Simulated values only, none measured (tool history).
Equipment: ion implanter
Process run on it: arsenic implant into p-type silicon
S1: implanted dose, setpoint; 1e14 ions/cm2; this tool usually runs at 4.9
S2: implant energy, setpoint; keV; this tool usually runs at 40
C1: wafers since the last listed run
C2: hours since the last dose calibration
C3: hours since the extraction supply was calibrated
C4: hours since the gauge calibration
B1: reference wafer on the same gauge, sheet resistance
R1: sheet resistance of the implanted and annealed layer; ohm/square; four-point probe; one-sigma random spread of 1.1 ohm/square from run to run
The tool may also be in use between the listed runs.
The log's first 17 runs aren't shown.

Run 18, day 16.262: usual settings but S1 6.14 1e14 ions/cm2, S2 53 keV; C1 386; C2 89.1; C3 261.5; C4 561.2; B1 245.24. Result: R1 166.96 ohm/square.
Run 19, day 17.467: usual settings but S1 3.72 1e14 ions/cm2, S2 48 keV; C1 396; C2 118; C3 290.4; C4 590.1; B1 245.22. Result: R1 249.75 ohm/square.
Run 20, day 18.721: usual settings but S1 4.19 1e14 ions/cm2, S2 54 keV; C1 412; C2 148.1; C3 320.5; C4 620.2; B1 245.2. Result: R1 226.08 ohm/square.
Run 21, day 19.912: usual settings but S1 3.8 1e14 ions/cm2, S2 44.5 keV; C1 392; C2 176.7; C3 349.1; C4 648.8; B1 245.11. Result: R1 252.32 ohm/square.
Run 22, day 20.788: usual settings but S1 3.59 1e14 ions/cm2, S2 35.5 keV; C1 288; C2 197.7; C3 370.1; C4 669.8; B1 244.81. Result: R1 273.09 ohm/square.
Run 23, day 21.404: usual settings but S1 3.6 1e14 ions/cm2; C1 202; C2 212.5; C3 384.9; C4 684.6; B1 245. Result: R1 263.64 ohm/square.
Run 24, day 22.171: usual settings; C1 252; C2 230.9; C3 403.3; C4 703; B1 244.98. Result: R1 208.74 ohm/square.
Run 25, day 23.167: usual settings but S1 6.04 1e14 ions/cm2, S2 30.5 keV; C1 327; C2 254.8; C3 427.2; C4 726.9; B1 245.28. Result: R1 184.95 ohm/square.
Run 26, day 24.075: usual settings but S1 3.74 1e14 ions/cm2; C1 298; C2 276.6; C3 449; C4 748.7; B1 244.97. Result: R1 258.03 ohm/square.
Run 27, day 25.467: usual settings but S1 4.09 1e14 ions/cm2, S2 44.5 keV; C1 458; C2 310; C3 482.4; C4 782.1; B1 244.76. Result: R1 240.12 ohm/square.
Run 28, day 26.425: usual settings but S1 3.6 1e14 ions/cm2, S2 49 keV; C1 315; C2 333; C3 505.4; C4 805.1; B1 245.12. Result: R1 255.44 ohm/square.
Run 29, day 27.462: usual settings but S2 54 keV; C1 341; C2 357.9; C3 530.3; C4 830; B1 245.15. Result: R1 201.67 ohm/square.
At day 31.429: gauge calibrated.
Run 30, day 31.858: usual settings but S2 27 keV; C1 1446; C2 463.4; C3 635.8; C4 10.3; B1 245.58. Result: R1 224.77 ohm/square.
Run 31, day 33.083: usual settings but S1 5.95 1e14 ions/cm2, S2 29.5 keV; C1 403; C2 492.8; C3 665.2; C4 39.7; B1 245.05. Result: R1 190.82 ohm/square.
Run 32, day 34.579: usual settings but S1 6.1 1e14 ions/cm2, S2 34 keV; C1 492; C2 528.7; C3 701.1; C4 75.6; B1 245.07. Result: R1 183.09 ohm/square.
Run 33, day 36.008: usual settings but S1 3.59 1e14 ions/cm2, S2 35.5 keV; C1 470; C2 563; C3 735.4; C4 109.9; B1 245.18. Result: R1 271.84 ohm/square.
Run 34, day 38.108: usual settings; C1 691; C2 613.4; C3 785.8; C4 160.3; B1 245.13. Result: R1 214.2 ohm/square.
Run 35, day 39.579: usual settings but S1 6.07 1e14 ions/cm2; C1 484; C2 648.7; C3 821.1; C4 195.6; B1 244.69. Result: R1 181.01 ohm/square.
Run 36, day 40.529: usual settings but S1 5.76 1e14 ions/cm2, S2 46 keV; C1 312; C2 671.5; C3 843.9; C4 218.4; B1 244.71. Result: R1 183.51 ohm/square.
Run 37, day 41.612: usual settings but S1 4.22 1e14 ions/cm2, S2 29.5 keV; C1 356; C2 697.5; C3 869.9; C4 244.4; B1 244.98. Result: R1 252.24 ohm/square.
Run 38, day 43.075: usual settings but S1 3.62 1e14 ions/cm2, S2 29 keV; C1 481; C2 732.6; C3 905; C4 279.5; B1 244.95. Result: R1 284.69 ohm/square.

Below are 3 alternative next runs, each starting from the tool's condition after run 38. Predict each:
Run A, day 43.092: usual settings; C1 5; C2 733; C3 905.4; C4 279.9; B1 ?. Result: R1 ?.
Run B, day 43.092: usual settings but S1 6.26 1e14 ions/cm2, S2 46 keV; C1 5; C2 733; C3 905.4; C4 279.9; B1 ?. Result: R1 ?.
Run C, day 43.092: usual settings but S1 3.64 1e14 ions/cm2, S2 30.5 keV; C1 5; C2 733; C3 905.4; C4 279.9; B1 ?. Result: R1 ?.

run      B1      R1
  A  244.79  213.36
  B  244.79  173.08
  C  244.79  277.99
With no hidden state in the tool, these same runs would have given:
run      R1
  A  207.92
  B  168.61
  C  271.02
